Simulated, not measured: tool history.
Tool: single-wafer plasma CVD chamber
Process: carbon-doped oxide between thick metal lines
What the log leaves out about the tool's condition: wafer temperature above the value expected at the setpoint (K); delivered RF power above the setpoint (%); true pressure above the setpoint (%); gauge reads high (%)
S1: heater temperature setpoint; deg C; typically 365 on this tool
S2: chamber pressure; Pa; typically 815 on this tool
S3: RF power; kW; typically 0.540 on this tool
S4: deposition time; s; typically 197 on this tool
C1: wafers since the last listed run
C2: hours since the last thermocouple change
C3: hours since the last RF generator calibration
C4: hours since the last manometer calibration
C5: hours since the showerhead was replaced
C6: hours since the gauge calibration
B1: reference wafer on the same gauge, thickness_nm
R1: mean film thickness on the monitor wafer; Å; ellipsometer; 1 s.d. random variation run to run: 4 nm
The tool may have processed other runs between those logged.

run 1 hour=0.0 | S1=365 S2=815 S3=0.540 S4=197 | C1=0 C2=935.5 C3=1358.4 C4=1154.5 C5=4021.5 C6=259.6 | B1=1260.256 | R1=10178.51
run 2 hour=105.8 | S1=365 S2=815 S3=0.540 S4=197 | C1=821 C2=1041.3 C3=1464.2 C4=1260.3 C5=4127.3 C6=365.4 | B1=1260.298 | R1=10139.46
run 3 hour=178.3 | S1=365 S2=815 S3=0.540 S4=197 | C1=563 C2=1113.8 C3=1536.7 C4=1332.8 C5=4199.8 C6=437.9 | B1=1259.710 | R1=10149.70
run 4 hour=219.2 | S1=365 S2=815 S3=0.540 S4=197 | C1=317 C2=1154.7 C3=1577.6 C4=1373.7 C5=4240.7 C6=478.8 | B1=1259.904 | R1=10097.30
-- hour=277.8 showerhead replaced
-- hour=279.7 thermocouple changed; heater temperature recalibrated
run 5 hour=281.8 | S1=365 S2=815 S3=0.540 S4=197 | C1=409 C2=2.1 C3=1640.2 C4=1436.3 C5=4.0 C6=541.4 | B1=1261.014 | R1=10059.93
-- hour=345.2 gauge calibrated
run 6 hour=365.3 | S1=365 S2=815 S3=0.540 S4=197 | C1=648 C2=85.6 C3=1723.7 C4=1519.8 C5=87.5 C6=20.1 | B1=1259.291 | R1=10023.45
-- hour=376.1 RF generator calibrated
run 7 hour=408.4 | S1=365 S2=815 S3=0.540 S4=197 | C1=272 C2=128.7 C3=32.3 C4=1562.9 C5=130.6 C6=63.2 | B1=1260.142 | R1=10532.14
run 8 hour=456.5 | S1=365 S2=815 S3=0.540 S4=197 | C1=373 C2=176.8 C3=80.4 C4=1611.0 C5=178.7 C6=111.3 | B1=1259.386 | R1=10599.99
run 9 hour=495.4 | S1=365 S2=869 S3=0.610 S4=197 | C1=302 C2=215.7 C3=119.3 C4=1649.9 C5=217.6 C6=150.2 | B1=1259.525 | R1=11359.99
run 10 hour=546.9 | S1=365 S2=907 S3=0.640 S4=197 | C1=400 C2=267.2 C3=170.8 C4=1701.4 C5=269.1 C6=201.7 | B1=1260.050 | R1=11769.19
run 11 hour=630.8 | S1=365 S2=673 S3=0.630 S4=179 | C1=651 C2=351.1 C3=254.7 C4=1785.3 C5=353.0 C6=285.6 | B1=1259.842 | R1=10308.35

Run 12, settings as shown, results not yet in. Your forecast:
-- hour=658.8 capacitance manometer re-zeroed and calibrated
run 12 hour=733.4 | S1=365 S2=815 S3=0.540 S4=228 | C1=734 C2=453.7 C3=357.3 C4=74.6 C5=455.6 C6=388.2 | B1=? | R1=?

B1: 1259.872
R1: 12097.33 Å
Minus the tool's unlogged condition, the same run would have read R1 12243.47 Å.
